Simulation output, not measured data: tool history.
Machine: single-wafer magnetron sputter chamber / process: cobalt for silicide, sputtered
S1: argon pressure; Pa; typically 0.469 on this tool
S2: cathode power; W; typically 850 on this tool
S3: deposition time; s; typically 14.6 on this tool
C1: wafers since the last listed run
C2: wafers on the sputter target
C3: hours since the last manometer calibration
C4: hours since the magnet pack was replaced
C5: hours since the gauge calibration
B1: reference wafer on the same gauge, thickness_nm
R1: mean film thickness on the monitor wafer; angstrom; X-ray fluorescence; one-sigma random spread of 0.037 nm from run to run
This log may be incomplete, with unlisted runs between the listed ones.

run 1 hour=0 | S1=0.469 S2=850 S3=14.6 | C1=0 C2=778 C3=1353.2 C4=7585.2 C5=148.2 | B1=5.208 | R1=60.82
-- hour=23.4 gauge calibrated
run 2 hour=26.6 | S1=0.469 S2=850 S3=13.4 | C1=724 C2=1502 C3=1379.8 C4=7611.8 C5=3.2 | B1=5.208 | R1=54.76
run 3 hour=58.2 | S1=0.469 S2=850 S3=13.4 | C1=860 C2=2362 C3=1411.4 C4=7643.4 C5=34.8 | B1=5.193 | R1=53.91
run 4 hour=72 | S1=0.469 S2=850 S3=13.4 | C1=375 C2=2738 C3=1425.2 C4=7657.2 C5=48.6 | B1=5.206 | R1=54.16
run 5 hour=91.4 | S1=0.469 S2=850 S3=13.6 | C1=528 C2=3266 C3=1444.6 C4=7676.6 C5=68 | B1=5.196 | R1=54.42
run 6 hour=115.2 | S1=0.469 S2=850 S3=14.6 | C1=648 C2=3914 C3=1468.4 C4=7700.4 C5=91.8 | B1=5.198 | R1=57.76
run 7 hour=141.4 | S1=0.469 S2=850 S3=14.6 | C1=713 C2=4628 C3=1494.6 C4=7726.6 C5=118 | B1=5.198 | R1=57.38
run 8 hour=163.9 | S1=0.469 S2=850 S3=14.6 | C1=612 C2=5241 C3=1517.1 C4=7749.1 C5=140.5 | B1=5.196 | R1=58.31
-- hour=190.6 gauge calibrated
-- hour=196.5 sputter target and shields replaced
run 9 hour=197 | S1=0.469 S2=850 S3=14.6 | C1=683 C2=13 C3=1550.2 C4=7782.2 C5=6.4 | B1=5.205 | R1=61.84
run 10 hour=214.7 | S1=0.608 S2=1050 S3=13.6 | C1=481 C2=495 C3=1567.9 C4=7799.9 C5=24.1 | B1=5.186 | R1=65.21
-- hour=227.1 magnet pack replaced, of another model than before
run 11 hour=234.3 | S1=0.469 S2=850 S3=14.6 | C1=315 C2=811 C3=1587.5 C4=7.2 C5=43.7 | B1=5.189 | R1=60.06
run 12 hour=254.9 | S1=0.469 S2=900 S3=12.7 | C1=560 C2=1372 C3=1608.1 C4=27.8 C5=64.3 | B1=5.205 | R1=54.28
run 13 hour=276.2 | S1=0.469 S2=750 S3=12.7 | C1=579 C2=1952 C3=1629.4 C4=49.1 C5=85.6 | B1=5.209 | R1=46.55
-- hour=287.3 capacitance manometer re-zeroed and calibrated
run 14 hour=297.1 | S1=0.286 S2=1050 S3=13.6 | C1=351 C2=2303 C3=9.8 C4=70 C5=106.5 | B1=5.2 | R1=66.32
run 15 hour=329.1 | S1=0.469 S2=850 S3=14.6 | C1=871 C2=3174 C3=41.8 C4=102 C5=138.5 | B1=5.187 | R1=58.36
run 16 hour=363.6 | S1=0.416 S2=750 S3=13.8 | C1=939 C2=4114 C3=76.3 C4=136.5 C5=173 | B1=5.197 | R1=49.81

Each row is a separate what-if for the run after 16, all from the same tool condition, not one after another. Results?
run A hour=364 | S1=0.469 S2=850 S3=14.6 | C1=10 C2=4125 C3=76.7 C4=136.9 C5=173.4 | B1=? | R1=?
run B hour=364 | S1=0.639 S2=850 S3=12.4 | C1=10 C2=4125 C3=76.7 C4=136.9 C5=173.4 | B1=? | R1=?
run C hour=364 | S1=0.57 S2=750 S3=13.2 | C1=10 C2=4125 C3=76.7 C4=136.9 C5=173.4 | B1=? | R1=?
run D hour=364 | S1=0.469 S2=950 S3=14.6 | C1=10 C2=4125 C3=76.7 C4=136.9 C5=173.4 | B1=? | R1=?
run E hour=364 | S1=0.385 S2=750 S3=17.5 | C1=10 C2=4125 C3=76.7 C4=136.9 C5=173.4 | B1=? | R1=?

run=A B1=5.207 R1=57.58
run=B B1=5.207 R1=47.91
run=C B1=5.207 R1=46.45
run=D B1=5.207 R1=63.15
run=E B1=5.207 R1=62.98
With no hidden state in the tool, these same runs would have given:
run=A R1=62.26
run=B R1=51.8
run=C R1=50.22
run=D R1=68.29
run=E R1=68.09
